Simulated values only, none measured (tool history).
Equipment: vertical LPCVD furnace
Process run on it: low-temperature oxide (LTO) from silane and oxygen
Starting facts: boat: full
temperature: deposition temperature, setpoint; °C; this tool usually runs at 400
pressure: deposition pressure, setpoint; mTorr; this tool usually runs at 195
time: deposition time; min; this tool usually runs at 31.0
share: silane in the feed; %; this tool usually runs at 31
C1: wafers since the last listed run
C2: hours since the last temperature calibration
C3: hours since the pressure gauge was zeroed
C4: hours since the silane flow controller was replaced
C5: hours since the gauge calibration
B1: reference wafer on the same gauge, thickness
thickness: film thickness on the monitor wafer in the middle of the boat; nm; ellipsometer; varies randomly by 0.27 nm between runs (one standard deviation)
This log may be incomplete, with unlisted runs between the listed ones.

Run 1, hour 0.0: usual settings but temperature 392 °C; C1 0; C2 2023.4; C3 3738.3; C4 3378.7; C5 68.0; B1 192.91. Result: thickness 165.94 nm.
Run 2, hour 17.4: usual settings but temperature 392 °C; C1 277; C2 2040.8; C3 3755.7; C4 3396.1; C5 85.4; B1 192.94. Result: thickness 165.95 nm.
Run 3, hour 25.1: usual settings but pressure 165 mTorr, share 35 %; C1 123; C2 2048.5; C3 3763.4; C4 3403.8; C5 93.1; B1 193.05. Result: thickness 182.48 nm.
Run 4, hour 34.3: usual settings but pressure 165 mTorr, share 35 %; C1 146; C2 2057.7; C3 3772.6; C4 3413.0; C5 102.3; B1 192.96. Result: thickness 181.89 nm.
Run 5, hour 51.2: usual settings but pressure 165 mTorr, share 35 %; C1 269; C2 2074.6; C3 3789.5; C4 3429.9; C5 119.2; B1 192.98. Result: thickness 183.05 nm.
Run 6, hour 62.5: usual settings; C1 180; C2 2085.9; C3 3800.8; C4 3441.2; C5 130.5; B1 192.96. Result: thickness 182.01 nm.
Run 7, hour 68.5: usual settings; C1 95; C2 2091.9; C3 3806.8; C4 3447.2; C5 136.5; B1 193.00. Result: thickness 182.04 nm.
Run 8, hour 104.0: usual settings; C1 567; C2 2127.4; C3 3842.3; C4 3482.7; C5 172.0; B1 192.99. Result: thickness 182.41 nm.
At hour 133.2: thermocouples replaced and temperature profile calibrated.
At hour 145.0: silane flow controller replaced.
Run 9, hour 145.5: usual settings but time 23.5 min; C1 90; C2 12.3; C3 3883.8; C4 0.5; C5 213.5; B1 192.95. Result: thickness 131.97 nm.
Run 10, hour 149.2: usual settings but time 23.5 min; C1 59; C2 16.0; C3 3887.5; C4 4.2; C5 217.2; B1 192.99. Result: thickness 131.56 nm.
Run 11, hour 152.8: usual settings but time 34.5 min; C1 57; C2 19.6; C3 3891.1; C4 7.8; C5 220.8; B1 193.10. Result: thickness 193.16 nm.
At hour 180.9: pressure gauge zeroed.
Run 12, hour 181.4: usual settings but time 34.5 min; C1 73; C2 48.2; C3 0.5; C4 36.4; C5 249.4; B1 192.94. Result: thickness 193.82 nm.
Run 13, hour 185.1: usual settings but time 34.5 min; C1 59; C2 51.9; C3 4.2; C4 40.1; C5 253.1; B1 192.99. Result: thickness 193.63 nm.
Run 14, hour 190.8: usual settings; C1 91; C2 57.6; C3 9.9; C4 45.8; C5 258.8; B1 192.97. Result: thickness 173.79 nm.
At hour 201.1: gauge calibrated.
Run 15, hour 204.1: usual settings; C1 212; C2 70.9; C3 23.2; C4 59.1; C5 3.0; B1 193.08. Result: thickness 173.99 nm.
Run 16, hour 219.4: usual settings but pressure 210 mTorr, share 29 %; C1 244; C2 86.2; C3 38.5; C4 74.4; C5 18.3; B1 192.98. Result: thickness 169.87 nm.
Run 17, hour 229.9: usual settings; C1 167; C2 96.7; C3 49.0; C4 84.9; C5 28.8; B1 193.03. Result: thickness 174.43 nm.
Run 18, hour 239.9: usual settings but time 24.0 min; C1 159; C2 106.7; C3 59.0; C4 94.9; C5 38.8; B1 193.12. Result: thickness 134.64 nm.
Run 19, hour 253.8: usual settings but time 23.5 min; C1 222; C2 120.6; C3 72.9; C4 108.8; C5 52.7; B1 192.95. Result: thickness 131.77 nm.
Run 20, hour 263.6: usual settings but temperature 404 °C, pressure 230 mTorr, time 40.5 min, share 36 %; C1 156; C2 130.4; C3 82.7; C4 118.6; C5 62.5; B1 192.97. Result: thickness 344.88 nm.
Run 21, hour 272.6: usual settings but temperature 390 °C, time 35.5 min; C1 143; C2 139.4; C3 91.7; C4 127.6; C5 71.5; B1 193.03. Result: thickness 177.63 nm.
Run 22, hour 310.5: usual settings but temperature 392 °C; C1 605; C2 177.3; C3 129.6; C4 165.5; C5 109.4; B1 192.95. Result: thickness 158.76 nm.
Run 23, hour 317.2: usual settings but time 20.0 min, share 28 %; C1 107; C2 184.0; C3 136.3; C4 172.2; C5 116.1; B1 193.08. Result: thickness 96.90 nm.
Run 24, hour 333.3: usual settings but temperature 390 °C, pressure 150 mTorr, time 41.5 min, share 35 %; C1 257; C2 200.1; C3 152.4; C4 188.3; C5 132.2; B1 193.00. Result: thickness 189.51 nm.
Run 25, hour 347.9: usual settings but pressure 225 mTorr, time 24.0 min; C1 233; C2 214.7; C3 167.0; C4 202.9; C5 146.8; B1 193.03. Result: thickness 155.89 nm.
Run 26, hour 354.5: usual settings; C1 105; C2 221.3; C3 173.6; C4 209.5; C5 153.4; B1 192.97. Result: thickness 174.58 nm.

Run 27 is up next; what results do you expect?
Run 27, hour 364.2: usual settings but pressure 155 mTorr; C1 154; C2 231.0; C3 183.3; C4 219.2; C5 163.1; B1 ?. Result: thickness ?.

{"run 27": {"B1": 193.05, "thickness": 139.1}}
With no hidden state in the tool, this same run would have given thickness 138.40 nm.

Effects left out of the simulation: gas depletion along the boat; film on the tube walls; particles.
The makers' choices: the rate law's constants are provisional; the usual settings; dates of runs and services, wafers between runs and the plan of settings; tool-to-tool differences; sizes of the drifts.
